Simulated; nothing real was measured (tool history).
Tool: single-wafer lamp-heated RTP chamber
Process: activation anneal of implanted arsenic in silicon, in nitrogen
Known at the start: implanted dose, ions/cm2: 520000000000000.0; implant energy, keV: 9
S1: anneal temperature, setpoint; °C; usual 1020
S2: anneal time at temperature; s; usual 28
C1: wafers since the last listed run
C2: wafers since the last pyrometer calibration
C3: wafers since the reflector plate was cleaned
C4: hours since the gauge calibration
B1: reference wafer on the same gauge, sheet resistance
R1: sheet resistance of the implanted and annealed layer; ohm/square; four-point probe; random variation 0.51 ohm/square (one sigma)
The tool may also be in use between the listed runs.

| run | hour | S1 | S2 | C1 | C2 | C3 | C4 | B1 | R1 |
|---|---|---|---|---|---|---|---|---|---|
| 1 | 0 | 1020 | 28 | 0 | 3323 | 9683 | 172.1 | 247.1 | 227.62 |
| 2 | 16.9 | 1020 | 28 | 253 | 3577 | 9937 | 189 | 246.97 | 227.32 |
| 3 | 32.7 | 1020 | 35 | 237 | 3814 | 10174 | 204.8 | 247.02 | 223.05 |
|  | 41.8 | pyrometer window cleaned and pyrometer calibrated |
| 4 | 58.5 | 1020 | 28 | 267 | 251 | 10442 | 230.6 | 246.95 | 227.02 |
| 5 | 82 | 1020 | 28 | 352 | 603 | 10795 | 254.1 | 247 | 228.41 |
| 6 | 108.3 | 1020 | 28 | 394 | 998 | 11190 | 280.4 | 247.04 | 226.99 |
| 7 | 125.9 | 1029 | 28 | 264 | 1263 | 11454 | 298 | 246.94 | 224.52 |
| 8 | 144.7 | 1029 | 28 | 282 | 1545 | 11736 | 316.8 | 247.04 | 223.93 |
| 9 | 176.5 | 1029 | 28 | 477 | 2022 | 12214 | 348.6 | 247.08 | 223.95 |
|  | 188.4 | reflector plate cleaned |
| 10 | 190.3 | 1020 | 20 | 87 | 2109 | 29 | 362.4 | 247.06 | 235.53 |
| 11 | 205.3 | 1020 | 20 | 225 | 2335 | 254 | 377.4 | 247.09 | 235.73 |
| 12 | 236.9 | 1020 | 28 | 474 | 2809 | 728 | 409 | 247.12 | 229.28 |
| 13 | 258.7 | 1020 | 15 | 327 | 3137 | 1056 | 430.8 | 247.03 | 238.57 |
|  | 268.3 | pyrometer window cleaned and pyrometer calibrated |
| 14 | 283.1 | 1020 | 42 | 246 | 222 | 1302 | 455.2 | 246.99 | 222.85 |
|  | 345.6 | gauge calibrated |
| 15 | 375.5 | 1039 | 20 | 1387 | 1609 | 2689 | 29.9 | 247.12 | 227.25 |
| 16 | 409.7 | 995 | 15 | 513 | 2123 | 3203 | 64.1 | 246.95 | 247.43 |
| 17 | 423.4 | 1020 | 28 | 205 | 2328 | 3409 | 77.8 | 247.02 | 228.75 |
| 18 | 453.5 | 994 | 28 | 451 | 2780 | 3861 | 107.9 | 247.02 | 238.01 |
| 19 | 485.8 | 1020 | 28 | 485 | 3265 | 4346 | 140.2 | 247.07 | 227.73 |
|  | 504.6 | pyrometer window cleaned and pyrometer calibrated |
| 20 | 505.1 | 1020 | 40 | 169 | 7 | 4515 | 159.5 | 246.99 | 222.23 |
| 21 | 546.3 | 1002 | 28 | 618 | 626 | 5134 | 200.7 | 246.79 | 234.76 |
| 22 | 561.4 | 1047 | 22 | 226 | 853 | 5361 | 215.8 | 247.04 | 221.65 |
| 23 | 591.1 | 1020 | 28 | 445 | 1299 | 5807 | 245.5 | 246.98 | 227.83 |
| 24 | 616.9 | 1020 | 36 | 387 | 1686 | 6194 | 271.3 | 247.07 | 223.22 |

Forecast each of these 3 alternatives for the next run:
| A | 617.3 | 1030 | 28 | 6 | 1692 | 6200 | 271.7 | ? | ? |
| B | 617.3 | 998 | 42 | 6 | 1692 | 6200 | 271.7 | ? | ? |
| C | 617.3 | 994 | 16 | 6 | 1692 | 6200 | 271.7 | ? | ? |

| run | B1 | R1 |
|---|---|---|
| A | 246.89 | 223.83 |
| B | 246.89 | 229.36 |
| C | 246.89 | 245.37 |
Without the tool's hidden state the same runs would have given:
| run | R1 |
|---|---|
| A | 226.73 |
| B | 232.1 |
| C | 247.67 |
